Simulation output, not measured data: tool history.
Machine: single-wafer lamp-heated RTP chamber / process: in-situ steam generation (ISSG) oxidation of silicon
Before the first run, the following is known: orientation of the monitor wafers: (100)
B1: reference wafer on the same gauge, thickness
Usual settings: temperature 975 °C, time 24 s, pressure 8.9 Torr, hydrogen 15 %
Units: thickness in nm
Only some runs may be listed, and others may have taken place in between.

{"run": 1, "hour": 0.0, "temperature": 975, "time": 27, "pressure": 8.9, "hydrogen": 15, "B1": 4.059, "thickness": 5.016}
{"run": 2, "hour": 9.9, "temperature": 975, "time": 24, "pressure": 8.9, "hydrogen": 15, "B1": 4.062, "thickness": 4.74}
{"hour": 24.5, "done": "pressure gauge zeroed"}
{"hour": 31.0, "done": "pyrometer window cleaned and pyrometer calibrated"}
{"run": 3, "hour": 31.5, "temperature": 975, "time": 24, "pressure": 8.9, "hydrogen": 15, "B1": 4.059, "thickness": 4.736}
{"run": 4, "hour": 34.2, "temperature": 975, "time": 24, "pressure": 8.9, "hydrogen": 15, "B1": 4.058, "thickness": 4.746}
{"run": 5, "hour": 43.5, "temperature": 962, "time": 24, "pressure": 8.9, "hydrogen": 15, "B1": 4.064, "thickness": 4.527}
{"run": 6, "hour": 49.6, "temperature": 962, "time": 24, "pressure": 8.9, "hydrogen": 15, "B1": 4.057, "thickness": 4.519}
{"run": 7, "hour": 56.7, "temperature": 975, "time": 24, "pressure": 8.9, "hydrogen": 15, "B1": 4.06, "thickness": 4.707}
{"run": 8, "hour": 72.9, "temperature": 975, "time": 24, "pressure": 8.9, "hydrogen": 15, "B1": 4.058, "thickness": 4.741}
{"run": 9, "hour": 82.1, "temperature": 982, "time": 24, "pressure": 8.9, "hydrogen": 15, "B1": 4.063, "thickness": 4.868}
{"run": 10, "hour": 88.1, "temperature": 975, "time": 24, "pressure": 9.4, "hydrogen": 15, "B1": 4.061, "thickness": 4.718}
{"run": 11, "hour": 99.2, "temperature": 975, "time": 20, "pressure": 8.0, "hydrogen": 18, "B1": 4.058, "thickness": 4.567}
{"run": 12, "hour": 116.6, "temperature": 975, "time": 24, "pressure": 8.9, "hydrogen": 15, "B1": 4.062, "thickness": 4.752}
{"run": 13, "hour": 138.3, "temperature": 981, "time": 33, "pressure": 9.6, "hydrogen": 15, "B1": 4.06, "thickness": 5.61}
{"hour": 142.7, "done": "gauge calibrated"}
{"run": 14, "hour": 154.9, "temperature": 984, "time": 24, "pressure": 8.9, "hydrogen": 15, "B1": 4.057, "thickness": 4.903}
{"run": 15, "hour": 164.7, "temperature": 975, "time": 24, "pressure": 8.9, "hydrogen": 15, "B1": 4.056, "thickness": 4.76}
{"run": 16, "hour": 173.5, "temperature": 994, "time": 27, "pressure": 8.1, "hydrogen": 21, "B1": 4.059, "thickness": 5.818}
{"run": 17, "hour": 183.3, "temperature": 975, "time": 24, "pressure": 8.9, "hydrogen": 15, "B1": 4.062, "thickness": 4.715}
{"run": 18, "hour": 192.2, "temperature": 975, "time": 24, "pressure": 8.9, "hydrogen": 15, "B1": 4.063, "thickness": 4.75}
{"run": 19, "hour": 199.3, "temperature": 975, "time": 24, "pressure": 8.5, "hydrogen": 17, "B1": 4.059, "thickness": 4.859}
{"hour": 219.3, "done": "hydrogen flow controller replaced"}
{"run": 20, "hour": 219.8, "temperature": 969, "time": 20, "pressure": 8.9, "hydrogen": 15, "B1": 4.059, "thickness": 4.289}
{"run": 21, "hour": 230.5, "temperature": 975, "time": 24, "pressure": 8.9, "hydrogen": 15, "B1": 4.062, "thickness": 4.74}
{"run": 22, "hour": 238.5, "temperature": 975, "time": 24, "pressure": 9.8, "hydrogen": 15, "B1": 4.058, "thickness": 4.686}
{"run": 23, "hour": 245.1, "temperature": 962, "time": 24, "pressure": 8.9, "hydrogen": 15, "B1": 4.06, "thickness": 4.54}
{"run": 24, "hour": 263.0, "temperature": 988, "time": 29, "pressure": 7.6, "hydrogen": 20, "B1": 4.058, "thickness": 5.811}
{"run": 25, "hour": 279.6, "temperature": 975, "time": 24, "pressure": 8.5, "hydrogen": 17, "B1": 4.064, "thickness": 4.877}
{"run": 26, "hour": 294.7, "temperature": 975, "time": 24, "pressure": 10.1, "hydrogen": 15, "B1": 4.06, "thickness": 4.676}
{"run": 27, "hour": 306.8, "temperature": 975, "time": 24, "pressure": 8.9, "hydrogen": 15, "B1": 4.063, "thickness": 4.753}
{"run": 28, "hour": 315.9, "temperature": 986, "time": 24, "pressure": 8.9, "hydrogen": 15, "B1": 4.06, "thickness": 4.93}
{"run": 29, "hour": 333.7, "temperature": 987, "time": 18, "pressure": 9.4, "hydrogen": 11, "B1": 4.06, "thickness": 4.052}
{"run": 30, "hour": 340.6, "temperature": 970, "time": 28, "pressure": 9.3, "hydrogen": 11, "B1": 4.061, "thickness": 4.689}
{"run": 31, "hour": 350.3, "temperature": 957, "time": 24, "pressure": 8.9, "hydrogen": 15, "B1": 4.057, "thickness": 4.462}

Alternative continuations, all from the tool just after run 31; predict every row:
{"run": "A", "hour": 350.7, "temperature": 975, "time": 24, "pressure": 8.1, "hydrogen": 15, "B1": "?", "thickness": "?"}
{"run": "B", "hour": 350.7, "temperature": 975, "time": 19, "pressure": 8.9, "hydrogen": 15, "B1": "?", "thickness": "?"}
{"run": "C", "hour": 350.7, "temperature": 975, "time": 24, "pressure": 9.3, "hydrogen": 15, "B1": "?", "thickness": "?"}
{"run": "D", "hour": 350.7, "temperature": 975, "time": 24, "pressure": 9.4, "hydrogen": 12, "B1": "?", "thickness": "?"}

run=A B1=4.059 thickness=4.766
run=B B1=4.059 thickness=4.275
run=C B1=4.059 thickness=4.733
run=D B1=4.059 thickness=4.520
What these runs would have given with no unlogged condition in the tool:
run=A thickness=4.766
run=B thickness=4.275
run=C thickness=4.733
run=D thickness=4.520

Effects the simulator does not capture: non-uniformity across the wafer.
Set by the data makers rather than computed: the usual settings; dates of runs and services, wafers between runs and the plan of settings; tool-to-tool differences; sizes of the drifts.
